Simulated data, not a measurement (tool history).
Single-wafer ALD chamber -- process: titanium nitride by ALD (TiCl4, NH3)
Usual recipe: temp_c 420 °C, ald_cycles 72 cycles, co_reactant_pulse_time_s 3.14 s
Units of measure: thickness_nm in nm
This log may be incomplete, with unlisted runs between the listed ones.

| run | hour | temp_c | ald_cycles | co_reactant_pulse_time_s | read-back reference wafer on the same gauge, thickness_nm | thickness_nm |
|---|---|---|---|---|---|---|
| 1 | 0.0 | 420 | 72 | 3.83 | 1.480 | 1.718 |
| 2 | 17.8 | 420 | 72 | 3.83 | 1.481 | 1.714 |
| 3 | 38.1 | 420 | 72 | 3.83 | 1.480 | 1.717 |
| 4 | 130.3 | 420 | 72 | 3.62 | 1.480 | 1.706 |
| 5 | 161.1 | 415 | 72 | 3.14 | 1.481 | 1.697 |
| 6 | 185.7 | 430 | 72 | 3.14 | 1.480 | 1.700 |
| 7 | 201.9 | 430 | 72 | 3.14 | 1.479 | 1.707 |
| 8 | 229.7 | 420 | 72 | 3.14 | 1.481 | 1.701 |
| 9 | 250.6 | 420 | 72 | 3.14 | 1.479 | 1.707 |
| 10 | 269.6 | 420 | 72 | 3.14 | 1.480 | 1.701 |
| 11 | 302.2 | 420 | 72 | 2.47 | 1.478 | 1.682 |
| 12 | 314.4 | 420 | 72 | 3.14 | 1.481 | 1.698 |
|  | 323.2 | showerhead replaced |
| 13 | 342.6 | 420 | 72 | 3.14 | 1.481 | 1.700 |
| 14 | 358.5 | 420 | 63 | 3.14 | 1.479 | 1.483 |
| 15 | 391.2 | 420 | 84 | 3.14 | 1.480 | 1.982 |
| 16 | 424.8 | 420 | 72 | 3.14 | 1.480 | 1.701 |
|  | 440.0 | thermocouple changed; heater temperature recalibrated |
| 17 | 452.6 | 420 | 82 | 2.57 | 1.479 | 1.922 |
|  | 464.0 | gauge calibrated |
| 18 | 475.4 | 412 | 78 | 4.01 | 1.479 | 1.857 |
| 19 | 498.1 | 413 | 61 | 2.36 | 1.480 | 1.418 |
| 20 | 519.8 | 411 | 72 | 3.14 | 1.480 | 1.702 |
| 21 | 553.5 | 420 | 83 | 2.21 | 1.480 | 1.936 |
| 22 | 583.0 | 430 | 62 | 2.71 | 1.480 | 1.456 |
| 23 | 609.7 | 415 | 72 | 3.14 | 1.478 | 1.699 |

Alternative continuations, all from the tool just after run 23; predict every row:
| A | 610.3 | 420 | 72 | 2.43 | ? | ? |
| B | 610.3 | 434 | 72 | 3.14 | ? | ? |
| C | 610.3 | 430 | 65 | 3.60 | ? | ? |
| D | 610.3 | 432 | 81 | 3.14 | ? | ? |

| run | read-back reference wafer on the same gauge, thickness_nm | thickness_nm |
|---|---|---|
| A | 1.479 | 1.682 |
| B | 1.479 | 1.700 |
| C | 1.479 | 1.541 |
| D | 1.479 | 1.913 |
What these runs would have given with no unlogged condition in the tool:
| run | thickness_nm |
|---|---|
| A | 1.682 |
| B | 1.700 |
| C | 1.541 |
| D | 1.913 |
